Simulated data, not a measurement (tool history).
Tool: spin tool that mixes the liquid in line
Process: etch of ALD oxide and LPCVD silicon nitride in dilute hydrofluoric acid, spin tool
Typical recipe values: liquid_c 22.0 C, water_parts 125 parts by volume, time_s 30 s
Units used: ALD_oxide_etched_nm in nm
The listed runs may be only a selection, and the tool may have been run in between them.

run     day  liquid_c  water_parts  time_s  read-back film thickness of the ALD oxide reference wafer, read on the same gauge (nm)  ALD_oxide_etched_nm
  1   0.000      22.0          125      30                                                                                   30.01                 6.84
  2   0.396      22.0          125      30                                                                                   29.98                 6.75
  3   0.692      22.0          175      30                                                                                   30.02                 4.60
  4   1.221      22.0          125      30                                                                                   30.00                 6.72
  5   1.808      19.5          155      45                                                                                   29.99                 7.15
  6   2.242      22.0          125      30                                                                                   30.00                 6.40
  7   2.533      22.0          125      30                                                                                   30.00                 6.42
  8   3.112      24.5          180      40                                                                                   29.99                 6.17
  9   3.421      22.0          125      30                                                                                   30.00                 6.41
 10   3.912      22.0          125      30                                                                                   30.00                 6.42
 11   4.600      23.5          125      50                                                                                   30.01                11.26
 12   5.271      20.0           85      25                                                                                   30.01                 8.54
 13   5.708      25.5          110      30                                                                                   30.01                 9.65
 14   6.042      22.0          125      30                                                                                   30.01                 7.25
 15   6.633      22.0           80      30                                                                                   30.02                11.89
 16   7.229      22.0          125      30                                                                                   30.00                 7.24
 17   7.554      22.0          150      15                                                                                   30.00                 2.95
 18   7.812      22.0          170      30                                                                                   30.01                 5.04
 19   8.129      22.0           95      45                                                                                   30.00                14.83
 20   8.667      26.5          125      30                                                                                   30.00                 8.66
 21   8.975      22.0           80      45                                                                                   29.99                17.94
 22   9.350      22.0          125      30                                                                                   30.00                 7.26
 23  10.100      22.0           95      30                                                                                   30.02                 9.84
 24  10.658      18.0          105      40                                                                                   30.02                 9.96
 25  11.646      22.0          125      15                                                                                   29.98                 3.61
 26  12.379      25.5           70      40                                                                                   30.03                21.01

Put back what was entered between runs (4 entries, withheld): which listed runs does each sit between, and how does the hidden state differ from the listed run before to the listed run after?
Run 5 -> run 6: thermometer replaced (day 2.038)
  liquid colder than its thermometer reads (K): 1.79 -> 3.2
  measured minus no-state result, ALD_oxide_etched_nm: -0.53 -> -0.88 nm
Run 10 -> run 11: hydrofluoric acid flow meter replaced (day 4.204)
  liquid colder than its thermometer reads (K): 3.23 -> 3.24
  measured minus no-state result, ALD_oxide_etched_nm: -0.89 -> -1.55 nm
Run 11 -> run 12: gauge calibrated (day 5.079); thermometer replaced, repeated, since the last time left the tool worse (day 5.250)
  liquid colder than its thermometer reads (K): 3.24 -> 0.0617
  measured minus no-state result, ALD_oxide_etched_nm: -1.55 -> -0.02 nm
